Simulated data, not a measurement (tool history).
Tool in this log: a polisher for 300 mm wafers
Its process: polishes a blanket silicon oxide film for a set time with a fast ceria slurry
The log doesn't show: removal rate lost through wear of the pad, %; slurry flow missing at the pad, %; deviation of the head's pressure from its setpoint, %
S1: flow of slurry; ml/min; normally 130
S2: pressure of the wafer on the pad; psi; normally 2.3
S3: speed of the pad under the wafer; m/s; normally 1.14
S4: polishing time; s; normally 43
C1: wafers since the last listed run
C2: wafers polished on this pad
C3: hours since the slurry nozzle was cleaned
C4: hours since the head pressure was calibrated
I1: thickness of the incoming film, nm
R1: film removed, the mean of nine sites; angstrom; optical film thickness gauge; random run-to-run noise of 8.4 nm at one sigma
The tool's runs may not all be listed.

run,hour,S1,S2,S3,S4,C1,C2,C3,C4,I1,R1
1,0.0,115,2.3,1.14,33,0,694,698.8,105.2,1869.1,5152
2,23.9,130,2.3,1.14,39,366,1061,722.7,129.1,1890.4,6369
3,46.7,130,2.3,1.14,39,349,1410,745.5,151.9,1819.6,6446
4,78.7,130,2.3,1.14,39,490,1900,777.5,183.9,1832.7,6241
5,92.4,130,2.3,1.14,43,209,2110,791.2,197.6,1824.2,6862
6,118.5,130,2.3,1.14,43,399,2510,817.3,223.7,1862.9,6949
7,132.1,130,2.3,1.14,43,208,2718,830.9,237.3,1837.4,6825
8,166.2,130,2.3,1.14,43,522,3241,865.0,271.4,1833.7,6729
# hour 178.1: worn pad replaced by a new one
9,180.3,130,2.3,1.14,43,154,34,879.1,285.5,1855.0,6754
10,194.7,130,2.3,1.14,43,220,255,893.5,299.9,1864.2,6722
# hour 211.4: slurry nozzle cleaned
11,216.9,130,2.3,1.14,43,324,579,5.5,322.1,1845.9,7446
12,237.0,130,2.3,1.14,43,307,887,25.6,342.2,1847.2,7333
13,252.2,130,2.3,1.14,43,232,1120,40.8,357.4,1836.2,7529
14,282.4,130,2.3,1.14,43,462,1583,71.0,387.6,1858.1,7391
15,314.6,130,2.3,1.54,53,493,2076,103.2,419.8,1840.9,12253
16,340.9,130,2.3,1.14,43,402,2479,129.5,446.1,1867.7,7430
17,372.2,100,2.6,1.14,38,479,2959,160.8,477.4,1823.5,6875
18,407.3,130,2.3,1.14,48,537,3497,195.9,512.5,1854.1,8146
19,424.7,130,1.8,1.36,47,266,3763,213.3,529.9,1872.0,7892
# hour 446.8: worn pad replaced by a new one
# hour 465.5: head pressure recalibrated
20,478.7,130,1.9,1.04,43,735,457,267.3,13.2,1848.9,5612
21,542.6,115,1.7,1.52,34,979,1436,331.2,77.1,1889.3,5758
22,578.1,130,2.3,1.14,43,543,1980,366.7,112.6,1825.7,7303
23,601.0,130,2.0,1.38,29,350,2331,389.6,135.5,1854.1,5344
24,636.3,130,2.3,0.98,43,540,2872,424.9,170.8,1830.9,6222
25,656.5,130,2.0,1.38,29,309,3181,445.1,191.0,1844.0,5208
26,677.0,130,2.3,1.14,43,314,3495,465.6,211.5,1819.0,7173
# hour 702.8: worn pad replaced by a new one
27,705.6,160,1.6,1.00,48,376,42,494.2,240.1,1812.8,5510
28,725.4,95,2.0,0.96,39,303,345,514.0,259.9,1870.2,4379
29,759.4,170,3.0,1.14,35,520,866,548.0,293.9,1841.2,7750
30,792.5,130,2.3,1.14,43,507,1373,581.1,327.0,1848.2,7015
31,826.6,150,2.5,1.14,43,522,1896,615.2,361.1,1872.2,7723
32,857.0,95,2.9,1.44,49,465,2362,645.6,391.5,1872.2,11236
33,891.3,130,1.8,1.14,43,525,2887,679.9,425.8,1855.2,5703
34,922.3,130,2.3,1.14,43,474,3362,710.9,456.8,1873.5,6954
35,938.9,130,2.3,1.14,43,254,3617,727.5,473.4,1864.1,6937
36,951.1,130,2.3,1.14,43,186,3803,739.7,485.6,1835.8,6913
# hour 955.2: worn pad replaced by a new one
37,965.7,165,2.1,0.88,43,162,161,754.3,500.2,1853.4,5328
38,983.1,120,2.6,1.14,43,266,427,771.7,517.6,1860.8,7525

Branching from run 38: 3 alternative next runs. What would each branch give?
A,983.5,130,2.3,1.14,43,6,433,772.1,518.0,1837.6,?
B,983.5,150,2.3,1.42,55,6,433,772.1,518.0,1837.6,?
C,983.5,85,2.3,1.14,37,6,433,772.1,518.0,1837.6,?

run,R1
A,6904
B,11434
C,5098
With the hidden condition removed and each run's random variation left untouched, the same runs would have given:
run,R1
A,7517
B,12315
C,5784

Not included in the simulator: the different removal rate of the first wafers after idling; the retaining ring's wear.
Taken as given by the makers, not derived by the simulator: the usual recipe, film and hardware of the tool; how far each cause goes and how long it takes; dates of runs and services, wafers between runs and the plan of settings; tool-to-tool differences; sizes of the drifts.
